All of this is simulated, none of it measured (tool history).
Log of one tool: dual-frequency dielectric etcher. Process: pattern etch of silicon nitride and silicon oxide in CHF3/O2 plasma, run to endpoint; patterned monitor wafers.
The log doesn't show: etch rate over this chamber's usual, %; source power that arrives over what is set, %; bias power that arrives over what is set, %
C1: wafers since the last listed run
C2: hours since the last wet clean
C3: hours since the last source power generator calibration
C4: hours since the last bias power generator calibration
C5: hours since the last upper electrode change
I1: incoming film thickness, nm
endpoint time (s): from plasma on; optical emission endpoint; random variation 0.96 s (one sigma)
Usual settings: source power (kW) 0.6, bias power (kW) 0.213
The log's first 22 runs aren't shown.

{"hour": 304.1, "done": "upper electrode replaced, of another model than before"}
{"run": 23, "hour": 304.6, "source power (kW)": 0.46, "bias power (kW)": 0.186, "C1": 41, "C2": 85.4, "C3": 54.1, "C4": 47.1, "C5": 0.5, "I1": 175.4, "endpoint time (s)": 126.4}
{"run": 24, "hour": 305.0, "source power (kW)": 0.54, "bias power (kW)": 0.264, "C1": 2, "C2": 85.8, "C3": 54.5, "C4": 47.5, "C5": 0.9, "I1": 175.2, "endpoint time (s)": 106.1}
{"run": 25, "hour": 306.0, "source power (kW)": 0.67, "bias power (kW)": 0.261, "C1": 6, "C2": 86.8, "C3": 55.5, "C4": 48.5, "C5": 1.9, "I1": 174.4, "endpoint time (s)": 102.8}
{"run": 26, "hour": 356.6, "source power (kW)": 0.55, "bias power (kW)": 0.213, "C1": 321, "C2": 137.4, "C3": 106.1, "C4": 99.1, "C5": 52.5, "I1": 177.6, "endpoint time (s)": 119.6}
{"run": 27, "hour": 367.3, "source power (kW)": 0.64, "bias power (kW)": 0.196, "C1": 67, "C2": 148.1, "C3": 116.8, "C4": 109.8, "C5": 63.2, "I1": 177, "endpoint time (s)": 119.7}
{"run": 28, "hour": 374.5, "source power (kW)": 0.6, "bias power (kW)": 0.213, "C1": 45, "C2": 155.3, "C3": 124, "C4": 117, "C5": 70.4, "I1": 174.6, "endpoint time (s)": 114.3}
{"run": 29, "hour": 389.8, "source power (kW)": 0.51, "bias power (kW)": 0.18, "C1": 97, "C2": 170.6, "C3": 139.3, "C4": 132.3, "C5": 85.7, "I1": 174.8, "endpoint time (s)": 127.5}
{"run": 30, "hour": 401.3, "source power (kW)": 0.6, "bias power (kW)": 0.213, "C1": 73, "C2": 182.1, "C3": 150.8, "C4": 143.8, "C5": 97.2, "I1": 175, "endpoint time (s)": 115.3}
{"run": 31, "hour": 417.4, "source power (kW)": 0.5, "bias power (kW)": 0.162, "C1": 102, "C2": 198.2, "C3": 166.9, "C4": 159.9, "C5": 113.3, "I1": 173.7, "endpoint time (s)": 134.8}
{"run": 32, "hour": 453.5, "source power (kW)": 0.6, "bias power (kW)": 0.213, "C1": 229, "C2": 234.3, "C3": 203, "C4": 196, "C5": 149.4, "I1": 176.1, "endpoint time (s)": 118.3}
{"run": 33, "hour": 460.6, "source power (kW)": 0.6, "bias power (kW)": 0.213, "C1": 45, "C2": 241.4, "C3": 210.1, "C4": 203.1, "C5": 156.5, "I1": 174.9, "endpoint time (s)": 116.2}

3 ways to go on from here, each from the tool as it stands after run 33. What would each give?
{"run": "A", "hour": 461.1, "source power (kW)": 0.6, "bias power (kW)": 0.213, "C1": 3, "C2": 241.9, "C3": 210.6, "C4": 203.6, "C5": 157, "I1": 176.6, "endpoint time (s)": "?"}
{"run": "B", "hour": 461.1, "source power (kW)": 0.56, "bias power (kW)": 0.25, "C1": 3, "C2": 241.9, "C3": 210.6, "C4": 203.6, "C5": 157, "I1": 176.6, "endpoint time (s)": "?"}
{"run": "C", "hour": 461.1, "source power (kW)": 0.72, "bias power (kW)": 0.161, "C1": 3, "C2": 241.9, "C3": 210.6, "C4": 203.6, "C5": 157, "I1": 176.6, "endpoint time (s)": "?"}

run=A endpoint_time_(s)=118.3
run=B endpoint_time_(s)=112
run=C endpoint_time_(s)=128.1
Without the tool's hidden state the same runs would have given:
run=A endpoint_time_(s)=113.5
run=B endpoint_time_(s)=107.5
run=C endpoint_time_(s)=123

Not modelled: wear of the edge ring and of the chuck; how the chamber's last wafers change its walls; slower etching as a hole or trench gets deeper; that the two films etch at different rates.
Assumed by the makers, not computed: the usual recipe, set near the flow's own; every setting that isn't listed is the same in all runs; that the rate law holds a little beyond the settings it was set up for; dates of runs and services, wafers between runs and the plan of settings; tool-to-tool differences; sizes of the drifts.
